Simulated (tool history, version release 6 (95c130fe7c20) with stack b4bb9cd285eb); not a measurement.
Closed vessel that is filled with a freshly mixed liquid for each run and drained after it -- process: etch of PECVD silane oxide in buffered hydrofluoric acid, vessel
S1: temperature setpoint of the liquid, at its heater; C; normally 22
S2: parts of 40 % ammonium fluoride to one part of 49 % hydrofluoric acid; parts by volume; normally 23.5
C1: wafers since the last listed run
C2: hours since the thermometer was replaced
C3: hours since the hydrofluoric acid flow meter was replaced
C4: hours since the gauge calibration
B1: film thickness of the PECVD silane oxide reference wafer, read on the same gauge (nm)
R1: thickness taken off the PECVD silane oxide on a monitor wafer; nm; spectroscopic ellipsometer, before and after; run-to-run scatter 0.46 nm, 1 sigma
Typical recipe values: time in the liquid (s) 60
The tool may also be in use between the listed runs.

Run 1, hour 0: usual settings; C1 0; C2 1610.5; C3 1104.5; C4 770.2; B1 89.98. Result: R1 79.59 nm.
Run 2, hour 14.9: usual settings but S1 20.5 C; C1 1012; C2 1625.4; C3 1119.4; C4 785.1; B1 90. Result: R1 74.17 nm.
Run 3, hour 43.2: usual settings but S1 20.5 C; C1 1922; C2 1653.7; C3 1147.7; C4 813.4; B1 89.98. Result: R1 72.67 nm.
At hour 47.5: thermometer replaced.
Run 4, hour 56.9: usual settings but S2 25.5 parts by volume; C1 862; C2 9.4; C3 1161.4; C4 827.1; B1 90.02. Result: R1 75.98 nm.
Run 5, hour 77.1: usual settings but S2 25.5 parts by volume; C1 1372; C2 29.6; C3 1181.6; C4 847.3; B1 90. Result: R1 75.72 nm.
Run 6, hour 107.7: usual settings but S2 25.5 parts by volume; C1 2078; C2 60.2; C3 1212.2; C4 877.9; B1 89.96. Result: R1 76.08 nm.
At hour 189.4: hydrofluoric acid flow meter replaced.
Run 7, hour 204.1: usual settings but S2 20.5 parts by volume; C1 6480; C2 156.6; C3 14.7; C4 974.3; B1 89.98. Result: R1 94.46 nm.
Run 8, hour 239.4: usual settings but S2 20.5 parts by volume; C1 2397; C2 191.9; C3 50; C4 1009.6; B1 89.96. Result: R1 94.85 nm.
Run 9, hour 254.2: usual settings but S1 18.5 C, S2 20 parts by volume, time in the liquid (s) 30; C1 1005; C2 206.7; C3 64.8; C4 1024.4; B1 90.01. Result: R1 39.94 nm.
Run 10, hour 274.8: usual settings; C1 1399; C2 227.3; C3 85.4; C4 1045; B1 89.94. Result: R1 83.73 nm.
Run 11, hour 309.3: usual settings but S2 18.5 parts by volume, time in the liquid (s) 40; C1 2343; C2 261.8; C3 119.9; C4 1079.5; B1 90.05. Result: R1 70.82 nm.
Run 12, hour 325: usual settings but time in the liquid (s) 30; C1 1066; C2 277.5; C3 135.6; C4 1095.2; B1 90.02. Result: R1 42.3 nm.
Run 13, hour 352.6: usual settings; C1 1874; C2 305.1; C3 163.2; C4 1122.8; B1 90.02. Result: R1 83.61 nm.
At hour 361.8: gauge calibrated.
Run 14, hour 371.2: usual settings but S1 26.5 C, S2 30 parts by volume; C1 1263; C2 323.7; C3 181.8; C4 9.4; B1 90.03. Result: R1 90.48 nm.
Run 15, hour 398.6: usual settings but S1 18 C, S2 27.5 parts by volume, time in the liquid (s) 30; C1 1861; C2 351.1; C3 209.2; C4 36.8; B1 90.02. Result: R1 30.14 nm.
Run 16, hour 458.4: usual settings but time in the liquid (s) 70; C1 4062; C2 410.9; C3 269; C4 96.6; B1 89.96. Result: R1 97.41 nm.
Run 17, hour 478.2: usual settings but S1 26 C, time in the liquid (s) 90; C1 1345; C2 430.7; C3 288.8; C4 116.4; B1 90.01. Result: R1 157.06 nm.
At hour 486: hydrofluoric acid flow meter replaced, repeated, since the last time left the tool worse.
Run 18, hour 490.6: usual settings but S1 18 C, S2 27 parts by volume; C1 774; C2 443.1; C3 4.6; C4 128.8; B1 89.97. Result: R1 55.64 nm.
Run 19, hour 514.7: usual settings but S1 24.5 C; C1 1637; C2 467.2; C3 28.7; C4 152.9; B1 90.01. Result: R1 87.85 nm.
Run 20, hour 544.5: usual settings but time in the liquid (s) 45; C1 2024; C2 497; C3 58.5; C4 182.7; B1 90. Result: R1 57.52 nm.
Run 21, hour 557.8: usual settings; C1 903; C2 510.3; C3 71.8; C4 196; B1 89.98. Result: R1 77.75 nm.
Run 22, hour 584.5: usual settings but S1 18.5 C, S2 26.5 parts by volume, time in the liquid (s) 95; C1 1813; C2 537; C3 98.5; C4 222.7; B1 90.03. Result: R1 91.36 nm.
Run 23, hour 598.1: usual settings but S1 18 C; C1 923; C2 550.6; C3 112.1; C4 236.3; B1 89.98. Result: R1 61.47 nm.
Run 24, hour 674.2: usual settings; C1 5169; C2 626.7; C3 188.2; C4 312.4; B1 90.01. Result: R1 76.88 nm.
Run 25, hour 693.1: usual settings but S1 26 C, S2 26.5 parts by volume, time in the liquid (s) 70; C1 1283; C2 645.6; C3 207.1; C4 331.3; B1 89.94. Result: R1 103.49 nm.
Run 26, hour 719.2: usual settings but S1 18.5 C; C1 1772; C2 671.7; C3 233.2; C4 357.4; B1 90.03. Result: R1 63.09 nm.
Run 27, hour 748.6: usual settings but S2 18.5 parts by volume, time in the liquid (s) 90; C1 1997; C2 701.1; C3 262.6; C4 386.8; B1 90.02. Result: R1 141.74 nm.
Run 28, hour 770.6: usual settings; C1 1494; C2 723.1; C3 284.6; C4 408.8; B1 90.01. Result: R1 77.5 nm.
Run 29, hour 789.7: usual settings but S1 24 C, S2 15.5 parts by volume, time in the liquid (s) 35; C1 1297; C2 742.2; C3 303.7; C4 427.9; B1 90.01. Result: R1 73.48 nm.
Run 30, hour 810.8: usual settings but S1 24.5 C, time in the liquid (s) 35; C1 1433; C2 763.3; C3 324.8; C4 449; B1 90. Result: R1 52.38 nm.
Run 31, hour 832.9: usual settings but S2 30 parts by volume, time in the liquid (s) 75; C1 1501; C2 785.4; C3 346.9; C4 471.1; B1 90.04. Result: R1 82.54 nm.
Run 32, hour 859.5: usual settings but S1 24 C, S2 17.5 parts by volume, time in the liquid (s) 90; C1 1806; C2 812; C3 373.5; C4 497.7; B1 90.02. Result: R1 167.48 nm.
Run 33, hour 879.4: usual settings but S2 28 parts by volume, time in the liquid (s) 90; C1 1351; C2 831.9; C3 393.4; C4 517.6; B1 90. Result: R1 103.91 nm.

State the hidden condition of the tool at each of the runs:
liquid colder than its thermometer reads (K): 0, the same for each run
gauge reads high (%): 0, the same for each run
H1: hydrofluoric acid flow above the setpoint (%)
run    H1
  1   6.7
  2  6.78
  3  6.94
  4  7.02
  5  7.13
  6   7.3
  7    14
  8  14.2
  9  14.3
 10  14.4
 11  14.6
 12  14.7
 13  14.9
 14    15
 15  15.1
 16  15.4
 17  15.6
 18  1.11
 19  1.24
 20  1.41
 21  1.49
 22  1.64
 23  1.71
 24  2.14
 25  2.24
 26  2.39
 27  2.55
 28  2.68
 29  2.78
 30   2.9
 31  3.03
 32  3.18
 33  3.29
